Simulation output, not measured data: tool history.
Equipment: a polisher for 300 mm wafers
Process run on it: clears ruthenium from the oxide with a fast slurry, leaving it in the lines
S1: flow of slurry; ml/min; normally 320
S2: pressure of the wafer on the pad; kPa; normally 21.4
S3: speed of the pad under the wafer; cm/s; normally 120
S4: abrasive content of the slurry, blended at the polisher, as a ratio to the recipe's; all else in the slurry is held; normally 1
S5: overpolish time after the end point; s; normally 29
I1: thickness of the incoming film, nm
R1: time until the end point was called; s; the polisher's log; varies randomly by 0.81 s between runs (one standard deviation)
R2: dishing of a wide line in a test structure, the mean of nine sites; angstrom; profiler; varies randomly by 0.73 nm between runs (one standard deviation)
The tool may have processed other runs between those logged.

run     day   S1    S2   S3    S4  S5     I1    R1   R2
  1       0  320  21.4  120     1  29  313.7  59.6  479
      0.112  -- slurry blender recalibrated
  2   1.467  320  21.4  120     1  29  303.9  50.8  495
  3   2.479  320  21.4  120  0.95  29  309.9    54  485
  4   3.746  320  21.4  120     1  29  308.9    54  472
      4.362  -- worn pad replaced by a new one
  5   5.033  320  21.4  120     1  29  311.9  53.8  475
  6   5.725  320  21.4  120     1  29  307.7  54.8  466
  7   6.588  320  21.4  120     1  29  305.5    56  486
  8   7.658  320  21.4  120     1  29  313.1  57.1  494
      8.279  -- head pressure recalibrated
  9   8.875  320  21.4  120     1  29    309  57.1  475
 10   9.862  280  18.6  120  0.75  36    310  75.8  454
     10.396  -- slurry blender recalibrated
 11   10.85  375  21.4  120  0.75  38  306.6  54.7  491
     11.138  -- worn pad replaced by a new one
     11.667  -- slurry nozzle cleaned
 12   11.85  220  21.4  120   1.2  29  311.8  52.5  475
 13  12.758  255  21.4  120  0.75  29  312.3  60.3  467
 14  13.875  320  21.4  120     1  29  308.8  53.6  478
 15  15.288  320  21.4   82     1  13  312.8  79.1  298
 16  16.029  320  21.4   82     1  13  305.9  79.8  300
     16.346  -- worn pad replaced by a new one
 17  16.742  320  21.4  156  1.15  29  307.3    40  491
 18  17.975  320  21.4  120     1  29  305.4  55.4  468
 19  19.054  320  21.4  146   1.2  29    310    45  484

Subtracting, for every run, the result it would have given without the tool's unlogged condition from the measured result gives the following. The same run-to-run variation enters both numbers; the gauge's scatter may not:
What the log doesn't record here: removal rate lost through wear of the pad, %; slurry flow missing at the pad, %; deviation of the head's pressure from its setpoint, %; abrasive missing from the slurry, %.
run    R1   R2
  1  +7.9  -10
  2  +1.1   -2
  3  +1.8   -3
  4  +2.4   -3
  5  +3.2   -4
  6  +3.7   -5
  7  +4.4   -5
  8  +5.1   -7
  9    +6   -8
 10  +9.6  -10
 11  +0.8   +0
 12  +1.1   -1
 13  +2.1   -3
 14  +2.4   -3
 15  +4.7  -11
 16  +5.4  -13
 17  +2.9   -2
 18  +5.1   -7
 19  +4.4   -4

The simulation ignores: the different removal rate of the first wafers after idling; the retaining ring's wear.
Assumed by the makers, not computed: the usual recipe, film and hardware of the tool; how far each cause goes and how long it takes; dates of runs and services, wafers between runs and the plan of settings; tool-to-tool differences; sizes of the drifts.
